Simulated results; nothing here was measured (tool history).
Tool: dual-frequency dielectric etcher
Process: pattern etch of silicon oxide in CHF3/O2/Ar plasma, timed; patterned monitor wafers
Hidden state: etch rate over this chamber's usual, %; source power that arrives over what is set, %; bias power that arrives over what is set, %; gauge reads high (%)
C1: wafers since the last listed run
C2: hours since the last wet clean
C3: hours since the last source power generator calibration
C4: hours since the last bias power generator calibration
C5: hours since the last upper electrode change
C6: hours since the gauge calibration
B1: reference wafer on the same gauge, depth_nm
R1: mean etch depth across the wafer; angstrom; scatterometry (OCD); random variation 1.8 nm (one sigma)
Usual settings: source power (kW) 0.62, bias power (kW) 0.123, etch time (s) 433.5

run 1 hour=0 | source_power_(kW)=0.62 bias_power_(kW)=0.123 etch_time_(s)=433.5 | C1=0 C2=56.8 C3=3453.1 C4=76.8 C5=3457 C6=38.8 | B1=760 | R1=6846
-- hour=7.8 source power generator calibrated
run 2 hour=60.7 | source_power_(kW)=0.62 bias_power_(kW)=0.123 etch_time_(s)=433.5 | C1=174 C2=117.5 C3=52.9 C4=137.5 C5=3517.7 C6=99.5 | B1=759.7 | R1=6710
run 3 hour=124.7 | source_power_(kW)=0.62 bias_power_(kW)=0.123 etch_time_(s)=433.5 | C1=197 C2=181.5 C3=116.9 C4=201.5 C5=3581.7 C6=163.5 | B1=760.3 | R1=6735
run 4 hour=163.4 | source_power_(kW)=0.62 bias_power_(kW)=0.123 etch_time_(s)=433.5 | C1=119 C2=220.2 C3=155.6 C4=240.2 C5=3620.4 C6=202.2 | B1=759.6 | R1=6759
-- hour=213.9 upper electrode replaced
run 5 hour=214.4 | source_power_(kW)=0.57 bias_power_(kW)=0.123 etch_time_(s)=433.5 | C1=83 C2=271.2 C3=206.6 C4=291.2 C5=0.5 C6=253.2 | B1=760.2 | R1=6575
run 6 hour=426.1 | source_power_(kW)=0.57 bias_power_(kW)=0.123 etch_time_(s)=433.5 | C1=653 C2=482.9 C3=418.3 C4=502.9 C5=212.2 C6=464.9 | B1=760.2 | R1=6614
run 7 hour=517.6 | source_power_(kW)=0.77 bias_power_(kW)=0.123 etch_time_(s)=561.5 | C1=282 C2=574.4 C3=509.8 C4=594.4 C5=303.7 C6=556.4 | B1=759.9 | R1=9353
run 8 hour=547.1 | source_power_(kW)=0.73 bias_power_(kW)=0.15 etch_time_(s)=494.5 | C1=91 C2=603.9 C3=539.3 C4=623.9 C5=333.2 C6=585.9 | B1=760.1 | R1=8532
-- hour=575.9 wet clean of the chamber
run 9 hour=602.7 | source_power_(kW)=0.62 bias_power_(kW)=0.123 etch_time_(s)=433.5 | C1=97 C2=26.8 C3=594.9 C4=679.5 C5=388.8 C6=641.5 | B1=759.8 | R1=6748
run 10 hour=666.6 | source_power_(kW)=0.62 bias_power_(kW)=0.123 etch_time_(s)=433.5 | C1=197 C2=90.7 C3=658.8 C4=743.4 C5=452.7 C6=705.4 | B1=760.3 | R1=6752
run 11 hour=726 | source_power_(kW)=0.62 bias_power_(kW)=0.123 etch_time_(s)=433.5 | C1=183 C2=150.1 C3=718.2 C4=802.8 C5=512.1 C6=764.8 | B1=760.5 | R1=6753
run 12 hour=767.3 | source_power_(kW)=0.56 bias_power_(kW)=0.123 etch_time_(s)=509.5 | C1=127 C2=191.4 C3=759.5 C4=844.1 C5=553.4 C6=806.1 | B1=759.7 | R1=7717
run 13 hour=792.3 | source_power_(kW)=0.62 bias_power_(kW)=0.097 etch_time_(s)=390 | C1=77 C2=216.4 C3=784.5 C4=869.1 C5=578.4 C6=831.1 | B1=760.3 | R1=5739
run 14 hour=816.6 | source_power_(kW)=0.62 bias_power_(kW)=0.123 etch_time_(s)=433.5 | C1=74 C2=240.7 C3=808.8 C4=893.4 C5=602.7 C6=855.4 | B1=760.2 | R1=6768
run 15 hour=884.2 | source_power_(kW)=0.62 bias_power_(kW)=0.123 etch_time_(s)=433.5 | C1=208 C2=308.3 C3=876.4 C4=961 C5=670.3 C6=923 | B1=759.8 | R1=6757
run 16 hour=911.7 | source_power_(kW)=0.7 bias_power_(kW)=0.098 etch_time_(s)=433.5 | C1=84 C2=335.8 C3=903.9 C4=988.5 C5=697.8 C6=950.5 | B1=760.2 | R1=6657
run 17 hour=969.3 | source_power_(kW)=0.48 bias_power_(kW)=0.114 etch_time_(s)=433.5 | C1=177 C2=393.4 C3=961.5 C4=1046.1 C5=755.4 C6=1008.1 | B1=760.4 | R1=6212
run 18 hour=995.8 | source_power_(kW)=0.7 bias_power_(kW)=0.123 etch_time_(s)=433.5 | C1=81 C2=419.9 C3=988 C4=1072.6 C5=781.9 C6=1034.6 | B1=759.9 | R1=7024
run 19 hour=1029.7 | source_power_(kW)=0.77 bias_power_(kW)=0.123 etch_time_(s)=558.5 | C1=104 C2=453.8 C3=1021.9 C4=1106.5 C5=815.8 C6=1068.5 | B1=760.1 | R1=9261
run 20 hour=1059.8 | source_power_(kW)=0.62 bias_power_(kW)=0.123 etch_time_(s)=433.5 | C1=92 C2=483.9 C3=1052 C4=1136.6 C5=845.9 C6=1098.6 | B1=760.5 | R1=6762
-- hour=1085 wet clean of the chamber
run 21 hour=1117.2 | source_power_(kW)=0.62 bias_power_(kW)=0.099 etch_time_(s)=480 | C1=103 C2=32.2 C3=1109.4 C4=1194 C5=903.3 C6=1156 | B1=759.6 | R1=7108
run 22 hour=1179.4 | source_power_(kW)=0.62 bias_power_(kW)=0.14 etch_time_(s)=394.5 | C1=191 C2=94.4 C3=1171.6 C4=1256.2 C5=965.5 C6=1218.2 | B1=760 | R1=6377
run 23 hour=1234 | source_power_(kW)=0.56 bias_power_(kW)=0.14 etch_time_(s)=371.5 | C1=168 C2=149 C3=1226.2 C4=1310.8 C5=1020.1 C6=1272.8 | B1=759.8 | R1=5850
run 24 hour=1288.9 | source_power_(kW)=0.69 bias_power_(kW)=0.151 etch_time_(s)=523.5 | C1=169 C2=203.9 C3=1281.1 C4=1365.7 C5=1075 C6=1327.7 | B1=760.2 | R1=8925
run 25 hour=1334.7 | source_power_(kW)=0.55 bias_power_(kW)=0.138 etch_time_(s)=433.5 | C1=141 C2=249.7 C3=1326.9 C4=1411.5 C5=1120.8 C6=1373.5 | B1=760.2 | R1=6767
run 26 hour=1384.3 | source_power_(kW)=0.55 bias_power_(kW)=0.154 etch_time_(s)=470.5 | C1=153 C2=299.3 C3=1376.5 C4=1461.1 C5=1170.4 C6=1423.1 | B1=759.4 | R1=7568
-- hour=1420.3 gauge calibrated
run 27 hour=1427.6 | source_power_(kW)=0.53 bias_power_(kW)=0.123 etch_time_(s)=357.5 | C1=133 C2=342.6 C3=1419.8 C4=1504.4 C5=1213.7 C6=7.3 | B1=760.1 | R1=5369
run 28 hour=1495.9 | source_power_(kW)=0.62 bias_power_(kW)=0.148 etch_time_(s)=539.5 | C1=210 C2=410.9 C3=1488.1 C4=1572.7 C5=1282 C6=75.6 | B1=760.1 | R1=8853
run 29 hour=1566.3 | source_power_(kW)=0.62 bias_power_(kW)=0.145 etch_time_(s)=433.5 | C1=217 C2=481.3 C3=1558.5 C4=1643.1 C5=1352.4 C6=146 | B1=760.1 | R1=7118
run 30 hour=1634.8 | source_power_(kW)=0.62 bias_power_(kW)=0.123 etch_time_(s)=558.5 | C1=211 C2=549.8 C3=1627 C4=1711.6 C5=1420.9 C6=214.5 | B1=760.2 | R1=8710

Some steps in R1 between neighbouring runs. How much of each would the tool show without its hidden state too (settings, what came in, random variation), and how much is left for the hidden state, with any gauge scatter that isn't in both results?
Run 1 -> 2: source power generator calibrated. R1 -136 angstrom: hidden state -109, all else -27.
Run 6 -> 7: source power (kW) 0.57 -> 0.77, etch time (s) 433.5 -> 561.5. R1 +2739 angstrom: hidden state +14, all else +2725.
Run 23 -> 24: source power (kW) 0.56 -> 0.69, bias power (kW) 0.14 -> 0.151, etch time (s) 371.5 -> 523.5. R1 +3075 angstrom: hidden state +24, all else +3051.
Run 27 -> 28: source power (kW) 0.53 -> 0.62, bias power (kW) 0.123 -> 0.148, etch time (s) 357.5 -> 539.5. R1 +3484 angstrom: hidden state +30, all else +3454.

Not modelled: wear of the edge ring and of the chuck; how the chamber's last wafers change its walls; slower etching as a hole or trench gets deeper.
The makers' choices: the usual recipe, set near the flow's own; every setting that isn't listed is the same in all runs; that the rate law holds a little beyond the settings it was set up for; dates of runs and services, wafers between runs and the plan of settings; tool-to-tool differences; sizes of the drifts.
